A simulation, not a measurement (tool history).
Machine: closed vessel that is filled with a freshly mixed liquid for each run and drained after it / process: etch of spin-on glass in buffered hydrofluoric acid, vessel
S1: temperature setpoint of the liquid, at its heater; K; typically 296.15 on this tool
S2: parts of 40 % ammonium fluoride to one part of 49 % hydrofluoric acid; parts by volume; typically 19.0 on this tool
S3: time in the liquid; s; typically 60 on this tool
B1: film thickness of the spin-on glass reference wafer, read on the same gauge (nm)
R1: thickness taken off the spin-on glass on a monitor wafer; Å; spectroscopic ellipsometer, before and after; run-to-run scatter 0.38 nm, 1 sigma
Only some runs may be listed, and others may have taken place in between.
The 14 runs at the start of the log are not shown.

run	day	S1	S2	S3	B1	R1
15	13.271	296.15	23.5	80	90.01	1053.7
# day 14.100: thermometer replaced
16	14.121	296.15	19.0	60	90.01	926.7
17	14.658	296.15	16.0	80	90.02	1467.6
18	15.596	296.15	22.0	85	89.98	1169.8
19	16.271	296.15	23.5	60	89.99	793.7
20	16.833	296.15	19.0	60	90.02	928.7
21	17.904	296.15	19.0	60	90.00	936.7
22	18.588	300.65	21.0	60	90.02	1102.9
# day 20.092: hydrofluoric acid flow meter replaced
23	20.112	293.65	25.5	80	90.01	870.7
24	21.125	296.15	13.5	60	90.01	1300.7
25	22.342	296.15	21.5	35	89.98	487.6
26	23.546	292.65	15.5	45	90.00	696.5
27	24.529	291.15	25.5	70	89.99	659.7
28	25.142	292.15	15.5	40	89.99	605.3
29	26.400	296.15	19.0	60	90.03	932.8
30	27.342	296.15	21.5	60	90.01	842.4
31	28.296	296.15	12.0	60	90.02	1455.8
32	29.517	296.15	25.0	50	90.01	628.7
33	30.525	296.15	19.0	60	90.00	932.8

Consider 3 possible next runs. They are alternatives, not a sequence: every one starts from the tool as it was left by run 33. What does each give?
A	30.554	296.15	19.0	60	?	?
B	30.554	294.65	22.0	60	?	?
C	30.554	296.15	22.5	80	?	?

run	B1	R1
A	90.00	933.2
B	90.00	764.5
C	90.00	1090.7
Without the tool's hidden state the same runs would have given:
run	R1
A	933.2
B	764.5
C	1090.7
